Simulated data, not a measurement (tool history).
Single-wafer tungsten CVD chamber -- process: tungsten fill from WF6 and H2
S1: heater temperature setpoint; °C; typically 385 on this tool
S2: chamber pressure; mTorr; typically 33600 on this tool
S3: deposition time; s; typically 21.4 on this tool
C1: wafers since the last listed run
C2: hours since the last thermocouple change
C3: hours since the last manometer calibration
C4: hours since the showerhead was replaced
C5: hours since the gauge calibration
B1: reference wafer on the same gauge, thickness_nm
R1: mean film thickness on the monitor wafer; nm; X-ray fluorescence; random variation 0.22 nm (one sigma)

| run | hour | S1 | S2 | S3 | C1 | C2 | C3 | C4 | C5 | B1 | R1 |
|---|---|---|---|---|---|---|---|---|---|---|---|
| 1 | 0 | 385 | 33600 | 21.4 | 0 | 2389.4 | 916.3 | 1951 | 732.2 | 52.173 | 50.034 |
| 2 | 29.1 | 385 | 33600 | 21.4 | 788 | 2418.5 | 945.4 | 1980.1 | 761.3 | 52.236 | 50.433 |
| 3 | 56.5 | 385 | 33600 | 21.4 | 742 | 2445.9 | 972.8 | 2007.5 | 788.7 | 52.345 | 50.386 |
| 4 | 99.7 | 385 | 33600 | 21.4 | 1170 | 2489.1 | 1016 | 2050.7 | 831.9 | 52.245 | 50.516 |
| 5 | 149.3 | 385 | 33600 | 21.4 | 1344 | 2538.7 | 1065.6 | 2100.3 | 881.5 | 52.241 | 50.776 |
| 6 | 174.2 | 385 | 33600 | 19.9 | 674 | 2563.6 | 1090.5 | 2125.2 | 906.4 | 52.163 | 46.706 |
| 7 | 215.1 | 381 | 33600 | 21.4 | 1108 | 2604.5 | 1131.4 | 2166.1 | 947.3 | 52.363 | 46.203 |
| 8 | 266.2 | 381 | 33600 | 21.4 | 1384 | 2655.6 | 1182.5 | 2217.2 | 998.4 | 52.134 | 46.355 |
| 9 | 299.5 | 385 | 33600 | 21.4 | 902 | 2688.9 | 1215.8 | 2250.5 | 1031.7 | 52.351 | 50.776 |
| 10 | 367.1 | 385 | 36700 | 21.4 | 1831 | 2756.5 | 1283.4 | 2318.1 | 1099.3 | 52.204 | 52.088 |
|  | 367.9 | gauge calibrated |
| 11 | 487.5 | 385 | 36700 | 21.4 | 3262 | 2876.9 | 1403.8 | 2438.5 | 119.6 | 52.034 | 52.417 |
| 12 | 522 | 385 | 33600 | 21.4 | 934 | 2911.4 | 1438.3 | 2473 | 154.1 | 52.22 | 50.819 |
| 13 | 561.7 | 385 | 40000 | 21.4 | 1075 | 2951.1 | 1478 | 2512.7 | 193.8 | 52.049 | 53.817 |
| 14 | 633.2 | 385 | 33600 | 21.4 | 1937 | 3022.6 | 1549.5 | 2584.2 | 265.3 | 52.213 | 50.497 |
|  | 650.6 | capacitance manometer re-zeroed and calibrated |
| 15 | 670.6 | 400 | 33600 | 21.4 | 796 | 3060 | 20 | 2621.6 | 302.7 | 52.154 | 68.448 |
| 16 | 705 | 399 | 40500 | 22.9 | 932 | 3094.4 | 54.4 | 2656 | 337.1 | 52.119 | 77.035 |
| 17 | 747 | 396 | 33600 | 21.4 | 1138 | 3136.4 | 96.4 | 2698 | 379.1 | 52.134 | 63.267 |
|  | 769.5 | thermocouple changed; heater temperature recalibrated |
|  | 775.4 | showerhead replaced |
| 18 | 797.8 | 392 | 25300 | 18.3 | 998 | 28.3 | 147.2 | 22.4 | 429.9 | 52.137 | 44.964 |
| 19 | 826.3 | 396 | 30400 | 21.4 | 772 | 56.8 | 175.7 | 50.9 | 458.4 | 52.2 | 60.802 |
| 20 | 865.3 | 385 | 33600 | 21.4 | 1056 | 95.8 | 214.7 | 89.9 | 497.4 | 52.22 | 50.077 |
| 21 | 935.1 | 391 | 33600 | 23.5 | 1891 | 165.6 | 284.5 | 159.7 | 567.2 | 52.256 | 62.016 |
| 22 | 975.1 | 389 | 31000 | 21.4 | 1083 | 205.6 | 324.5 | 199.7 | 607.2 | 52.262 | 52.866 |
| 23 | 1031.3 | 385 | 37700 | 21.4 | 1522 | 261.8 | 380.7 | 255.9 | 663.4 | 52.162 | 52.22 |
| 24 | 1077.5 | 385 | 36700 | 21.4 | 1251 | 308 | 426.9 | 302.1 | 709.6 | 52.173 | 51.323 |

Hidden state, per run?
wafer temperature above the value expected at the setpoint (K): 0 across all the runs
gauge reads high (%): 0 across all the runs
H1: true pressure above the setpoint (%)
| run | H1 |
|---|---|
| 1 | 7.94 |
| 2 | 8.02 |
| 3 | 8.1 |
| 4 | 8.22 |
| 5 | 8.34 |
| 6 | 8.4 |
| 7 | 8.49 |
| 8 | 8.59 |
| 9 | 8.65 |
| 10 | 8.77 |
| 11 | 8.95 |
| 12 | 9 |
| 13 | 9.05 |
| 14 | 9.13 |
| 15 | 1.48 |
| 16 | 1.93 |
| 17 | 2.45 |
| 18 | 3.04 |
| 19 | 3.34 |
| 20 | 3.74 |
| 21 | 4.38 |
| 22 | 4.72 |
| 23 | 5.16 |
| 24 | 5.49 |
